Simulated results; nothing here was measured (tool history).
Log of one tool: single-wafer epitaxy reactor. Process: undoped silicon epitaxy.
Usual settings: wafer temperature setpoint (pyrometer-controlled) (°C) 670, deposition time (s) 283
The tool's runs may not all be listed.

| run | hour | wafer temperature setpoint (pyrometer-controlled) (°C) | deposition time (s) | wafers since the last listed run | hours since the last pyrometer calibration | hours since the gauge calibration | read-back reference wafer on the same gauge, thickness_nm | mean film thickness on the monitor wafer (angstrom) |
|---|---|---|---|---|---|---|---|---|
| 1 | 0.0 | 679 | 254 | 0 | 2123.5 | 504.2 | 88.671 | 778.66 |
| 2 | 58.0 | 679 | 254 | 283 | 2181.5 | 562.2 | 88.745 | 779.45 |
| 3 | 82.9 | 679 | 254 | 121 | 2206.4 | 587.1 | 88.662 | 780.22 |
| 4 | 124.8 | 670 | 283 | 204 | 2248.3 | 629.0 | 88.677 | 734.66 |
|  | 134.7 | gauge calibrated |
| 5 | 150.6 | 670 | 283 | 126 | 2274.1 | 15.9 | 88.721 | 735.88 |
| 6 | 194.8 | 676 | 283 | 215 | 2318.3 | 60.1 | 88.692 | 822.34 |
| 7 | 243.6 | 676 | 283 | 238 | 2367.1 | 108.9 | 88.743 | 822.17 |
| 8 | 305.2 | 679 | 283 | 300 | 2428.7 | 170.5 | 88.687 | 865.07 |
| 9 | 365.8 | 679 | 283 | 296 | 2489.3 | 231.1 | 88.654 | 865.30 |
| 10 | 394.0 | 679 | 283 | 137 | 2517.5 | 259.3 | 88.658 | 865.71 |
| 11 | 457.5 | 670 | 324 | 310 | 2581.0 | 322.8 | 88.715 | 842.72 |
| 12 | 525.1 | 670 | 324 | 330 | 2648.6 | 390.4 | 88.717 | 841.11 |
| 13 | 563.5 | 670 | 283 | 187 | 2687.0 | 428.8 | 88.691 | 734.38 |
| 14 | 619.2 | 663 | 239 | 272 | 2742.7 | 484.5 | 88.680 | 544.13 |
| 15 | 646.5 | 679 | 269 | 133 | 2770.0 | 511.8 | 88.714 | 821.11 |
|  | 666.2 | gauge calibrated |
|  | 668.5 | pyrometer calibrated |
| 16 | 685.0 | 676 | 268 | 149 | 16.5 | 18.8 | 88.690 | 815.45 |
| 17 | 745.5 | 659 | 283 | 295 | 77.0 | 79.3 | 88.672 | 625.97 |
| 18 | 773.9 | 661 | 246 | 138 | 105.4 | 107.7 | 88.697 | 565.60 |
| 19 | 807.8 | 670 | 283 | 165 | 139.3 | 141.6 | 88.724 | 765.29 |
| 20 | 851.7 | 659 | 336 | 214 | 183.2 | 185.5 | 88.743 | 738.27 |
| 21 | 901.0 | 656 | 311 | 240 | 232.5 | 234.8 | 88.746 | 643.95 |
| 22 | 940.7 | 656 | 299 | 193 | 272.2 | 274.5 | 88.713 | 618.07 |
| 23 | 965.4 | 670 | 242 | 120 | 296.9 | 299.2 | 88.678 | 648.70 |
| 24 | 1007.0 | 670 | 283 | 203 | 338.5 | 340.8 | 88.668 | 757.49 |
| 25 | 1072.3 | 684 | 283 | 319 | 403.8 | 406.1 | 88.669 | 972.93 |
| 26 | 1097.1 | 679 | 254 | 121 | 428.6 | 430.9 | 88.704 | 797.79 |

Hidden state or all else? Some run-to-run changes of mean film thickness on the monitor wafer (angstrom), split into what the settings, what came in and random variation would give without the hidden state, and what is left for the hidden state (with any gauge scatter that isn't in both results):
The hidden state here: wafer temperature above the value expected at the setpoint (K); gauge reads high (%).
Run 14 -> 15: wafer temperature setpoint (pyrometer-controlled) (°C) 663 -> 679, deposition time (s) 239 -> 269. mean film thickness on the monitor wafer (angstrom) +276.98: hidden state -13.49, all else +290.47.
Run 15 -> 16: wafer temperature setpoint (pyrometer-controlled) (°C) 679 -> 676, deposition time (s) 269 -> 268, gauge calibrated, pyrometer calibrated. mean film thickness on the monitor wafer (angstrom) -5.66: hidden state +39.73, all else -45.39.
Run 24 -> 25: wafer temperature setpoint (pyrometer-controlled) (°C) 670 -> 684. mean film thickness on the monitor wafer (angstrom) +215.44: hidden state -7.05, all else +222.49.
